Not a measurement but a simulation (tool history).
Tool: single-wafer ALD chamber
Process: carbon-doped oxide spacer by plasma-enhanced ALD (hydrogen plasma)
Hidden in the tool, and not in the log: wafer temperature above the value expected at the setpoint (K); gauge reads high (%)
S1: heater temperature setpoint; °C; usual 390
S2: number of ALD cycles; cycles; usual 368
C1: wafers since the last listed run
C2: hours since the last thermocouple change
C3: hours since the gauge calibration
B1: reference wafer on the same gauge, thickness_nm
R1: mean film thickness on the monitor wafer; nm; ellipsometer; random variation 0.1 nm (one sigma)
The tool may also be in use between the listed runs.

{"run": 1, "day": 0.0, "S1": 390, "S2": 368, "C1": 0, "C2": 788.4, "C3": 282.8, "B1": 15.902, "R1": 19.533}
{"run": 2, "day": 1.212, "S1": 390, "S2": 368, "C1": 30, "C2": 817.5, "C3": 311.9, "B1": 15.903, "R1": 19.502}
{"run": 3, "day": 4.05, "S1": 390, "S2": 334, "C1": 71, "C2": 885.6, "C3": 380, "B1": 15.886, "R1": 17.653}
{"run": 4, "day": 5.142, "S1": 390, "S2": 334, "C1": 27, "C2": 911.8, "C3": 406.2, "B1": 15.863, "R1": 17.836}
{"run": 5, "day": 7.171, "S1": 390, "S2": 334, "C1": 51, "C2": 960.5, "C3": 454.9, "B1": 15.891, "R1": 17.716}
{"run": 6, "day": 8.592, "S1": 390, "S2": 315, "C1": 36, "C2": 994.6, "C3": 489, "B1": 15.871, "R1": 16.709}
{"run": 7, "day": 10.546, "S1": 390, "S2": 368, "C1": 49, "C2": 1041.5, "C3": 535.9, "B1": 15.911, "R1": 19.674}
{"run": 8, "day": 12.729, "S1": 390, "S2": 368, "C1": 55, "C2": 1093.9, "C3": 588.3, "B1": 15.895, "R1": 19.648}
{"run": 9, "day": 14.012, "S1": 390, "S2": 368, "C1": 32, "C2": 1124.7, "C3": 619.1, "B1": 15.896, "R1": 19.487}
{"run": 10, "day": 15.675, "S1": 390, "S2": 368, "C1": 42, "C2": 1164.6, "C3": 659, "B1": 15.88, "R1": 19.747}
{"run": 11, "day": 18.5, "S1": 390, "S2": 368, "C1": 71, "C2": 1232.4, "C3": 726.8, "B1": 15.909, "R1": 19.737}
{"run": 12, "day": 20.883, "S1": 390, "S2": 368, "C1": 60, "C2": 1289.6, "C3": 784, "B1": 15.894, "R1": 19.556}
{"run": 13, "day": 23.333, "S1": 402, "S2": 368, "C1": 62, "C2": 1348.4, "C3": 842.8, "B1": 15.929, "R1": 19.468}
{"run": 14, "day": 25.308, "S1": 390, "S2": 368, "C1": 50, "C2": 1395.8, "C3": 890.2, "B1": 15.875, "R1": 19.645}
{"run": 15, "day": 28.292, "S1": 395, "S2": 339, "C1": 75, "C2": 1467.4, "C3": 961.8, "B1": 15.881, "R1": 18.012}
{"run": 16, "day": 30.971, "S1": 378, "S2": 390, "C1": 67, "C2": 1531.7, "C3": 1026.1, "B1": 15.891, "R1": 20.851}
{"run": 17, "day": 32.517, "S1": 402, "S2": 343, "C1": 39, "C2": 1568.8, "C3": 1063.2, "B1": 15.892, "R1": 18.223}
{"day": 32.738, "done": "gauge calibrated"}
{"run": 18, "day": 35.775, "S1": 382, "S2": 414, "C1": 82, "C2": 1647, "C3": 72.9, "B1": 15.887, "R1": 21.768}
{"day": 36.129, "done": "thermocouple changed; heater temperature recalibrated"}
{"run": 19, "day": 37.292, "S1": 376, "S2": 342, "C1": 30, "C2": 27.9, "C3": 109.3, "B1": 15.9, "R1": 18.219}
{"run": 20, "day": 38.667, "S1": 390, "S2": 368, "C1": 34, "C2": 60.9, "C3": 142.3, "B1": 15.885, "R1": 19.69}
{"run": 21, "day": 40.108, "S1": 390, "S2": 368, "C1": 36, "C2": 95.5, "C3": 176.9, "B1": 15.904, "R1": 19.593}
{"run": 22, "day": 43.029, "S1": 390, "S2": 409, "C1": 74, "C2": 165.6, "C3": 247, "B1": 15.924, "R1": 21.784}
{"run": 23, "day": 45.6, "S1": 404, "S2": 432, "C1": 65, "C2": 227.3, "C3": 308.7, "B1": 15.872, "R1": 22.897}
{"run": 24, "day": 47.188, "S1": 396, "S2": 342, "C1": 40, "C2": 265.4, "C3": 346.8, "B1": 15.903, "R1": 18.086}
{"run": 25, "day": 48.992, "S1": 401, "S2": 298, "C1": 45, "C2": 308.7, "C3": 390.1, "B1": 15.91, "R1": 15.993}

3 ways to go on from here, each from the tool as it stands after run 25. What would each give?
{"run": "A", "day": 49.033, "S1": 390, "S2": 395, "C1": 1, "C2": 309.7, "C3": 391.1, "B1": "?", "R1": "?"}
{"run": "B", "day": 49.033, "S1": 384, "S2": 422, "C1": 1, "C2": 309.7, "C3": 391.1, "B1": "?", "R1": "?"}
{"run": "C", "day": 49.033, "S1": 394, "S2": 326, "C1": 1, "C2": 309.7, "C3": 391.1, "B1": "?", "R1": "?"}

run=A B1=15.92 R1=21.046
run=B B1=15.92 R1=22.484
run=C B1=15.92 R1=17.369
Without the tool's hidden state the same runs would have given:
run=A R1=21.046
run=B R1=22.484
run=C R1=17.369
